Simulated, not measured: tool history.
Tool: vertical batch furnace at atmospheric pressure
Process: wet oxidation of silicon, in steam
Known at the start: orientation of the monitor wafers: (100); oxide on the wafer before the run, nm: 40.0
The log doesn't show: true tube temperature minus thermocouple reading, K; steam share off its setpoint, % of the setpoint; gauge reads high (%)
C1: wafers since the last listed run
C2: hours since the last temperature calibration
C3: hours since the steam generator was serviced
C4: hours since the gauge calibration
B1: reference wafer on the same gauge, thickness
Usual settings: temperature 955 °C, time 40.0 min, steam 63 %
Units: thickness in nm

Run 1, day 0.000: usual settings; C1 0; C2 1854.1; C3 942.0; C4 2109.2; B1 201.67. Result: thickness 184.35 nm.
Run 2, day 4.438: usual settings; C1 1480; C2 1960.6; C3 1048.5; C4 2215.7; B1 201.90. Result: thickness 184.36 nm.
Run 3, day 8.333: usual settings; C1 1299; C2 2054.1; C3 1142.0; C4 2309.2; B1 202.02. Result: thickness 185.07 nm.
Run 4, day 12.571: usual settings; C1 1413; C2 2155.8; C3 1243.7; C4 2410.9; B1 202.41. Result: thickness 185.39 nm.
Run 5, day 16.183: usual settings; C1 1205; C2 2242.5; C3 1330.4; C4 2497.6; B1 202.25. Result: thickness 185.00 nm.
Run 6, day 19.092: usual settings but temperature 950 °C; C1 970; C2 2312.3; C3 1400.2; C4 2567.4; B1 202.73. Result: thickness 178.07 nm.
Run 7, day 21.808: usual settings but temperature 950 °C; C1 906; C2 2377.5; C3 1465.4; C4 2632.6; B1 202.36. Result: thickness 176.87 nm.
Run 8, day 25.600: usual settings but time 27.0 min; C1 1264; C2 2468.5; C3 1556.4; C4 2723.6; B1 202.66. Result: thickness 142.45 nm.
Run 9, day 29.542: usual settings but time 27.0 min; C1 1314; C2 2563.1; C3 1651.0; C4 2818.2; B1 203.14. Result: thickness 143.35 nm.
Run 10, day 33.946: usual settings but steam 57 %; C1 1469; C2 2668.8; C3 1756.7; C4 2923.9; B1 203.01. Result: thickness 173.37 nm.
Run 11, day 35.767: usual settings but steam 57 %; C1 607; C2 2712.5; C3 1800.4; C4 2967.6; B1 203.34. Result: thickness 172.32 nm.
Run 12, day 37.375: usual settings but steam 57 %; C1 536; C2 2751.1; C3 1839.0; C4 3006.2; B1 203.12. Result: thickness 174.40 nm.
At day 38.712: gauge calibrated.
At day 40.850: steam generator serviced.
Run 13, day 41.746: usual settings but time 51.5 min; C1 1124; C2 2856.0; C3 21.5; C4 72.8; B1 197.94. Result: thickness 214.99 nm.
Run 14, day 45.425: usual settings but temperature 963 °C; C1 1227; C2 2944.3; C3 109.8; C4 161.1; B1 198.24. Result: thickness 195.61 nm.
Run 15, day 47.804: usual settings but temperature 940 °C, time 22.0 min; C1 793; C2 3001.4; C3 166.9; C4 218.2; B1 198.50. Result: thickness 110.42 nm.
Run 16, day 52.058: usual settings; C1 1419; C2 3103.5; C3 269.0; C4 320.3; B1 199.02. Result: thickness 181.18 nm.
Run 17, day 55.796: usual settings but time 33.5 min, steam 73 %; C1 1246; C2 3193.2; C3 358.7; C4 410.0; B1 199.08. Result: thickness 178.65 nm.
Run 18, day 59.612: usual settings but steam 56 %; C1 1273; C2 3284.8; C3 450.3; C4 501.6; B1 199.26. Result: thickness 169.29 nm.
Run 19, day 63.250: usual settings but steam 52 %; C1 1213; C2 3372.1; C3 537.6; C4 588.9; B1 199.77. Result: thickness 160.73 nm.
Run 20, day 66.767: usual settings but temperature 939 °C, time 22.5 min, steam 72 %; C1 1173; C2 3456.5; C3 622.0; C4 673.3; B1 199.91. Result: thickness 119.78 nm.
Run 21, day 70.354: usual settings but temperature 940 °C; C1 1196; C2 3542.6; C3 708.1; C4 759.4; B1 199.85. Result: thickness 160.68 nm.
Run 22, day 73.421: usual settings but time 56.5 min; C1 1023; C2 3616.2; C3 781.7; C4 833.0; B1 199.64. Result: thickness 230.66 nm.
Run 23, day 76.629: usual settings but temperature 979 °C, time 49.0 min, steam 56 %; C1 1070; C2 3693.2; C3 858.7; C4 910.0; B1 199.83. Result: thickness 237.51 nm.
Run 24, day 79.375: usual settings but temperature 941 °C; C1 915; C2 3759.1; C3 924.6; C4 975.9; B1 200.09. Result: thickness 161.28 nm.
Run 25, day 80.888: usual settings; C1 504; C2 3795.4; C3 960.9; C4 1012.2; B1 200.15. Result: thickness 183.80 nm.
Run 26, day 85.300: usual settings but temperature 946 °C, time 21.5 min, steam 74 %; C1 1471; C2 3901.3; C3 1066.8; C4 1118.1; B1 200.37. Result: thickness 125.34 nm.
Run 27, day 89.796: usual settings but temperature 978 °C, time 26.0 min; C1 1499; C2 4009.2; C3 1174.7; C4 1226.0; B1 200.56. Result: thickness 168.16 nm.
Run 28, day 93.488: usual settings; C1 1231; C2 4097.8; C3 1263.3; C4 1314.6; B1 200.42. Result: thickness 182.01 nm.
At day 96.429: thermocouples replaced and temperature profile calibrated.
Run 29, day 96.450: usual settings but temperature 938 °C; C1 654; C2 0.5; C3 1334.4; C4 1385.7; B1 200.98. Result: thickness 159.12 nm.
Run 30, day 99.262: usual settings but temperature 969 °C, time 53.5 min, steam 57 %; C1 938; C2 68.0; C3 1401.9; C4 1453.2; B1 201.07. Result: thickness 235.24 nm.
Run 31, day 103.338: usual settings; C1 1359; C2 165.8; C3 1499.7; C4 1551.0; B1 201.04. Result: thickness 184.22 nm.
Run 32, day 106.575: usual settings; C1 1080; C2 243.5; C3 1577.4; C4 1628.7; B1 201.29. Result: thickness 184.55 nm.
Run 33, day 110.875: usual settings but temperature 972 °C, steam 57 %; C1 1434; C2 346.7; C3 1680.6; C4 1731.9; B1 200.94. Result: thickness 197.92 nm.
Run 34, day 113.525: usual settings but steam 57 %; C1 884; C2 410.3; C3 1744.2; C4 1795.5; B1 201.35. Result: thickness 173.46 nm.
Run 35, day 116.779: usual settings; C1 1085; C2 488.4; C3 1822.3; C4 1873.6; B1 201.78. Result: thickness 184.88 nm.
Run 36, day 119.475: usual settings but temperature 969 °C, time 21.0 min, steam 75 %; C1 899; C2 553.1; C3 1887.0; C4 1938.3; B1 201.79. Result: thickness 152.42 nm.
Run 37, day 123.583: usual settings but temperature 931 °C, time 20.0 min, steam 59 %; C1 1370; C2 651.7; C3 1985.6; C4 2036.9; B1 202.33. Result: thickness 96.51 nm.
At day 130.050: steam generator serviced.
Run 38, day 132.196: usual settings; C1 2539; C2 858.4; C3 51.5; C4 2243.6; B1 202.58. Result: thickness 184.98 nm.
Run 39, day 134.600: usual settings but steam 66 %; C1 802; C2 916.1; C3 109.2; C4 2301.3; B1 202.63. Result: thickness 190.78 nm.

How the hidden state differs across the entries between the runs, from the last listed run before each to the first after it:
Between runs 12 and 13: gauge calibrated (day 38.712); steam generator serviced (day 40.850)
  gauge reads high (%): 2.69 -> 0.199
  measured less the result without the state, thickness: +4.57 -> +0.43 nm
Between runs 28 and 29: thermocouples replaced and temperature profile calibrated (day 96.429)
  gauge reads high (%): 1.37 -> 1.44
  measured less the result without the state, thickness: +2.45 -> +2.26 nm
Between runs 37 and 38: steam generator serviced (day 130.050)
  gauge reads high (%): 2.05 -> 2.24
  measured less the result without the state, thickness: +1.94 -> +4.06 nm
